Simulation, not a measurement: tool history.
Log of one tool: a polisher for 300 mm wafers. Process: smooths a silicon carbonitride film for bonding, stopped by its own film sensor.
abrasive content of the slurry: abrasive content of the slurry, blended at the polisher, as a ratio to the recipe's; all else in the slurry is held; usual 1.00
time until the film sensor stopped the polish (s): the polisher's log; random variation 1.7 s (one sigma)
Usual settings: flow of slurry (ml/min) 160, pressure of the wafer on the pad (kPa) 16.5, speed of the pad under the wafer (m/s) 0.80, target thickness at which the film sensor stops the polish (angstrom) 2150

run     day  flow of slurry (ml/min)  pressure of the wafer on the pad (kPa)  speed of the pad under the wafer (m/s)  abrasive content of the slurry  target thickness at which the film sensor stops the polish (angstrom)  wafers since the last listed run  wafers polished on this pad  hours since the slurry nozzle was cleaned  hours since the head pressure was calibrated  hours since the slurry blender was calibrated  incoming thickness of the incoming film, nm  time until the film sensor stopped the polish (s)
  1   0.000                      160                                    16.5                                    0.80                            1.00                                                                   2150                                 0                          283                                       11.3                                        1104.8                                          292.3                                        239.8                                               95.3
  2   0.675                      160                                    18.6                                    0.80                            1.00                                                                   2150                               117                          401                                       27.5                                        1121.0                                          308.5                                        245.0                                              100.9
  3   1.133                      160                                    18.6                                    0.80                            1.00                                                                   2150                                79                          480                                       38.5                                        1132.0                                          319.5                                        242.1                                               92.6
  4   1.500                      160                                    16.5                                    0.80                            1.00                                                                   2150                                63                          544                                       47.3                                        1140.8                                          328.3                                        238.3                                               87.1
  5   2.100                      160                                    16.5                                    0.80                            1.00                                                                   2150                               104                          648                                       61.7                                        1155.2                                          342.7                                        241.1                                               99.3
  6   2.529                      160                                    16.5                                    0.80                            0.80                                                                   2150                                74                          723                                       72.0                                        1165.5                                          353.0                                        242.7                                              113.6
      3.267  -- worn pad replaced by a new one
  7   3.288                      160                                    16.5                                    0.80                            0.80                                                                   2150                               102                            3                                       90.2                                        1183.7                                          371.2                                        239.3                                               99.7
  8   4.867                      160                                    16.5                                    0.80                            1.00                                                                   2150                               274                          277                                      128.1                                        1221.6                                          409.1                                        238.5                                               91.0
      5.592  -- slurry blender recalibrated
  9   6.258                      160                                    16.5                                    0.80                            1.00                                                                   2150                               227                          505                                      161.5                                        1255.0                                           16.0                                        237.3                                               84.4
 10   6.675                      160                                    16.5                                    0.80                            1.00                                                                   2110                                72                          577                                      171.5                                        1265.0                                           26.0                                        236.9                                              101.9
 11   7.383                      160                                    16.5                                    0.80                            1.00                                                                   2150                               123                          701                                      188.5                                        1282.0                                           43.0                                        243.6                                              110.6
 12   8.058                      120                                    16.5                                    0.92                            1.00                                                                   2150                               117                          818                                      204.7                                        1298.2                                           59.2                                        242.0                                               96.1
      8.383  -- worn pad replaced by a new one
      8.629  -- head pressure recalibrated
 13   8.708                      120                                    16.5                                    0.92                            1.00                                                                   2150                                69                           42                                      220.3                                           1.9                                           74.8                                        239.8                                               87.8
 14   9.279                      120                                    16.5                                    0.92                            1.00                                                                   2150                                99                          141                                      234.0                                          15.6                                           88.5                                        244.7                                              111.1
 15   9.817                      160                                    16.5                                    0.80                            1.00                                                                   2150                                93                          234                                      246.9                                          28.5                                          101.4                                        240.0                                               94.3
 16  10.071                      160                                    16.5                                    0.58                            1.00                                                                   2150                                44                          278                                      253.0                                          34.6                                          107.5                                        239.6                                              124.0
 17  10.412                      160                                    16.5                                    0.80                            1.00                                                                   2150                                59                          338                                      261.2                                          42.8                                          115.7                                        238.3                                               90.8
 18  11.088                      160                                    16.5                                    1.04                            0.90                                                                   2150                               117                          455                                      277.4                                          59.0                                          131.9                                        242.2                                               86.7
 19  11.792                      160                                    16.5                                    0.80                            1.00                                                                   2150                               122                          578                                      294.3                                          75.9                                          148.8                                        240.6                                               97.3
 20  12.304                      160                                    11.7                                    0.80                            1.00                                                                   2150                                89                          667                                      306.6                                          88.2                                          161.1                                        238.3                                              123.1
     12.438  -- slurry nozzle cleaned
 21  12.783                      160                                    11.7                                    0.80                            1.00                                                                   2070                                76                          743                                        8.3                                          99.7                                          172.6                                        238.3                                              167.6
 22  13.062                      160                                    16.5                                    0.80                            1.20                                                                   2150                                48                          791                                       15.0                                         106.4                                          179.3                                        242.0                                               99.8
     13.558  -- worn pad replaced by a new one
 23  13.579                      205                                    20.0                                    0.70                            1.00                                                                   2150                                60                            3                                       27.4                                         118.8                                          191.7                                        242.7                                               93.3
 24  13.883                      105                                    16.5                                    0.80                            0.90                                                                   2240                                52                           56                                       34.7                                         126.1                                          199.0                                        240.9                                               73.2
 25  14.204                      160                                    16.5                                    0.88                            1.00                                                                   2150                                55                          112                                       42.4                                         133.8                                          206.7                                        240.5                                               88.6
 26  14.588                      160                                    16.5                                    0.80                            0.80                                                                   2150                                66                          178                                       51.6                                         143.0                                          215.9                                        242.6                                              113.4
 27  15.029                      205                                    16.5                                    0.80                            1.00                                                                   2060                                76                          255                                       62.2                                         153.6                                          226.5                                        236.3                                              114.1
 28  15.583                      160                                    16.5                                    1.06                            1.00                                                                   2150                                96                          351                                       75.5                                         166.9                                          239.8                                        242.0                                               83.5
 29  15.946                      160                                    16.5                                    0.80                            1.00                                                                   2150                                63                          414                                       84.2                                         175.6                                          248.5                                        238.0                                               91.0

Hidden state at the last listed run before each entry between runs and at the first one after, where it differs:
Between runs 6 and 7: worn pad replaced by a new one (day 3.267)
  no hidden state differs between the two runs
Between runs 8 and 9: slurry blender recalibrated (day 5.592)
  no hidden state differs between the two runs
Between runs 12 and 13: worn pad replaced by a new one (day 8.383); head pressure recalibrated (day 8.629)
  no hidden state differs between the two runs
Between runs 20 and 21: slurry nozzle cleaned (day 12.438)
  no hidden state differs between the two runs
Between runs 22 and 23: worn pad replaced by a new one (day 13.558)
  no hidden state differs between the two runs
